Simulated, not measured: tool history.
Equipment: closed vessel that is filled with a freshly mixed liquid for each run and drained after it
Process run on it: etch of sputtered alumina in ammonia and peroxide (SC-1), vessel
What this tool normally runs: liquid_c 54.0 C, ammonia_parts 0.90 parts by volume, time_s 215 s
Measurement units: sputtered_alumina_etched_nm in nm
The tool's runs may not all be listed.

run	hour	liquid_c	ammonia_parts	time_s	wafers since the last listed run	hours since the thermometer was replaced	hours since the ammonia flow meter was replaced	hours since the drum of ammonia solution was connected	hours since the gauge calibration	read-back film thickness of the sputtered alumina reference wafer, read on the same gauge (nm)	sputtered_alumina_etched_nm
1	0.0	54.0	0.90	215	0	1384.6	1074.2	564.5	921.7	119.98	17.37
2	18.2	54.0	0.90	215	1176	1402.8	1092.4	582.7	939.9	120.00	17.05
3	59.2	54.0	0.90	215	2650	1443.8	1133.4	623.7	980.9	119.97	17.16
4	119.6	54.0	0.90	260	3904	1504.2	1193.8	684.1	1041.3	120.00	20.89
5	143.9	54.0	0.90	260	1570	1528.5	1218.1	708.4	1065.6	119.97	20.59
# hour 158.7: ammonia flow meter replaced
6	174.2	54.0	0.90	260	1893	1558.8	15.5	738.7	1095.9	119.99	21.19
7	207.2	54.0	0.90	215	2133	1591.8	48.5	771.7	1128.9	120.00	17.01
8	241.5	46.0	0.50	260	2217	1626.1	82.8	806.0	1163.2	119.99	12.67
9	261.6	46.5	0.90	270	1299	1646.2	102.9	826.1	1183.3	120.02	14.29
10	274.7	54.0	1.10	215	846	1659.3	116.0	839.2	1196.4	119.99	17.63
11	291.2	54.0	0.90	215	1066	1675.8	132.5	855.7	1212.9	120.00	17.32
# hour 331.5: gauge calibrated
12	369.6	54.0	1.10	165	5067	1754.2	210.9	934.1	38.1	119.98	13.34
13	387.6	48.0	1.10	310	1163	1772.2	228.9	952.1	56.1	120.01	18.31
14	413.5	48.5	0.50	285	1674	1798.1	254.8	978.0	82.0	119.99	15.84
15	438.8	51.0	0.55	215	1635	1823.4	280.1	1003.3	107.3	120.01	13.93
16	464.2	54.0	0.90	215	1641	1848.8	305.5	1028.7	132.7	119.99	17.12
# hour 478.4: thermometer replaced
17	486.9	54.0	0.50	215	1402	8.5	328.2	1051.4	155.4	120.01	16.42
18	519.3	54.0	1.15	175	2094	40.9	360.6	1083.8	187.8	120.02	14.48
# hour 536.4: new drum of ammonia solution connected
19	554.1	46.5	1.10	215	2184	75.7	395.4	17.7	222.6	120.00	11.59
20	647.3	48.5	1.20	340	6024	168.9	488.6	110.9	315.8	119.99	20.81
21	668.3	60.5	0.50	215	1357	189.9	509.6	131.9	336.8	120.00	22.61
22	697.9	54.0	0.90	215	1913	219.5	539.2	161.5	366.4	119.99	17.27
23	710.1	46.0	0.90	285	788	231.7	551.4	173.7	378.6	120.03	14.66
24	731.3	54.0	0.90	215	1370	252.9	572.6	194.9	399.8	120.00	17.09
25	765.4	61.5	0.75	340	2204	287.0	606.7	229.0	433.9	119.98	39.81
26	785.5	57.0	0.80	290	1299	307.1	626.8	249.1	454.0	120.05	27.16
27	798.6	57.0	0.90	105	846	320.2	639.9	262.2	467.1	120.00	9.86

Entry by entry between the runs, the difference in hidden state between the last listed run before and the first listed run after:
After run 5, before run 6: ammonia flow meter replaced (hour 158.7)
  both runs share identical hidden conditions
After run 11, before run 12: gauge calibrated (hour 331.5)
  both runs share identical hidden conditions
After run 16, before run 17: thermometer replaced (hour 478.4)
  both runs share identical hidden conditions
After run 18, before run 19: new drum of ammonia solution connected (hour 536.4)
  both runs share identical hidden conditions
